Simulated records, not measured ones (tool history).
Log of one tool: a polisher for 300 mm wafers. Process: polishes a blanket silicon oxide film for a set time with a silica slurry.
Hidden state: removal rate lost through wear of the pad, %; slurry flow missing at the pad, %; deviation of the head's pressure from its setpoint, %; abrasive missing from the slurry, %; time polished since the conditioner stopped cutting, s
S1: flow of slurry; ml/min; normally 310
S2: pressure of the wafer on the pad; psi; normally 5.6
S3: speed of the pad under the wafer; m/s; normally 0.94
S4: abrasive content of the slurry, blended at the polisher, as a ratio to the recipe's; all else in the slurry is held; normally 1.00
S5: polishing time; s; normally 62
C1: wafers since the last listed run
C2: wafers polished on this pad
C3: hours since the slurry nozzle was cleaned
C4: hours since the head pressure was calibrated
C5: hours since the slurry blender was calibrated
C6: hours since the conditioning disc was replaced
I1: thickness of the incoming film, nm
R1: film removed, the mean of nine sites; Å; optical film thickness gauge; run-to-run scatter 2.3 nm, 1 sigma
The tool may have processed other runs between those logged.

run,hour,S1,S2,S3,S4,S5,C1,C2,C3,C4,C5,C6,I1,R1
1,0.0,310,5.6,0.94,1.15,62,0,4847,120.8,86.2,331.2,113.6,1325.7,2101
# hour 57.6: worn pad replaced by a new one
2,162.7,310,5.6,0.94,0.75,62,1801,1193,283.5,248.9,493.9,276.3,1342.6,1868
# hour 196.1: slurry blender recalibrated
3,230.6,310,5.6,0.94,0.75,62,747,1941,351.4,316.8,34.5,344.2,1331.0,1829
4,264.2,350,5.6,0.94,1.00,62,381,2322,385.0,350.4,68.1,377.8,1312.4,2133
5,292.1,310,5.6,0.94,1.00,62,316,2639,412.9,378.3,96.0,405.7,1311.7,2130
# hour 295.2: conditioning disc replaced and pad reconditioned
6,363.1,310,5.6,0.94,1.00,62,783,3422,483.9,449.3,167.0,67.9,1333.9,2048
7,510.3,310,6.7,0.94,1.00,46,1670,5093,631.1,596.5,314.2,215.1,1327.8,1640
8,552.3,310,5.6,1.02,1.10,69,476,5569,673.1,638.5,356.2,257.1,1298.5,2320
# hour 571.6: worn pad replaced by a new one
# hour 572.6: slurry nozzle cleaned
# hour 595.4: head pressure recalibrated
9,595.9,310,5.6,0.64,1.00,62,415,241,23.3,0.5,399.8,300.7,1332.0,1608
10,651.3,210,5.6,0.94,0.75,47,628,870,78.7,55.9,455.2,356.1,1330.7,1344
# hour 666.4: slurry blender recalibrated
11,719.3,310,5.6,0.94,1.00,62,749,1619,146.7,123.9,52.9,424.1,1306.2,2131
12,775.9,370,4.6,0.94,1.00,62,642,2262,203.3,180.5,109.5,480.7,1300.6,1897
# hour 779.9: conditioning disc replaced and pad reconditioned
13,802.8,410,5.6,0.94,1.00,51,282,2544,230.2,207.4,136.4,22.9,1299.1,1746
14,859.4,200,6.8,0.94,1.00,81,642,3187,286.8,264.0,193.0,79.5,1304.5,3018
15,915.3,365,5.0,0.94,1.00,48,634,3821,342.7,319.9,248.9,135.4,1310.3,1467
16,966.0,310,5.6,0.94,1.00,62,575,4397,393.4,370.6,299.6,186.1,1335.8,2004
17,1011.5,355,7.1,1.24,1.00,62,516,4913,438.9,416.1,345.1,231.6,1322.2,2915
18,1045.4,205,6.3,0.94,1.30,80,384,5298,472.8,450.0,379.0,265.5,1335.1,2855
19,1080.9,310,7.3,0.94,0.70,50,402,5701,508.3,485.5,414.5,301.0,1317.5,1543
# hour 1092.6: worn pad replaced by a new one
# hour 1146.8: slurry nozzle cleaned
# hour 1148.9: slurry blender recalibrated
20,1149.2,310,5.6,0.94,1.00,62,695,608,2.4,553.8,0.3,369.3,1315.9,2146
21,1174.9,310,5.6,0.94,0.75,75,291,900,28.1,579.5,26.0,395.0,1327.6,2262
22,1220.5,310,4.5,1.02,1.00,62,517,1417,73.7,625.1,71.6,440.6,1323.4,1940
# hour 1225.4: head pressure recalibrated
23,1252.4,310,4.1,1.26,0.85,62,339,1757,105.6,27.0,103.5,472.5,1303.4,2010
# hour 1261.8: conditioning disc replaced and pad reconditioned
24,1308.5,310,4.0,0.80,0.80,62,614,2371,161.7,83.1,159.6,46.7,1304.9,1321

Here are 5 independent what-if runs from the current tool condition. What would each one return?
A,1308.9,310,5.6,0.94,1.00,62,4,2375,162.1,83.5,160.0,47.1,1311.7,?
B,1308.9,310,5.6,0.94,0.85,62,4,2375,162.1,83.5,160.0,47.1,1311.7,?
C,1308.9,310,4.4,1.04,1.00,62,4,2375,162.1,83.5,160.0,47.1,1311.7,?
D,1308.9,310,3.7,0.64,1.00,62,4,2375,162.1,83.5,160.0,47.1,1311.7,?
E,1308.9,310,5.6,0.68,1.00,62,4,2375,162.1,83.5,160.0,47.1,1311.7,?

run,R1
A,2098
B,1935
C,1927
D,1190
E,1636
The same runs, with their run-to-run variation unchanged, on a tool lacking any hidden condition would have given:
run,R1
A,2201
B,2030
C,2022
D,1248
E,1716

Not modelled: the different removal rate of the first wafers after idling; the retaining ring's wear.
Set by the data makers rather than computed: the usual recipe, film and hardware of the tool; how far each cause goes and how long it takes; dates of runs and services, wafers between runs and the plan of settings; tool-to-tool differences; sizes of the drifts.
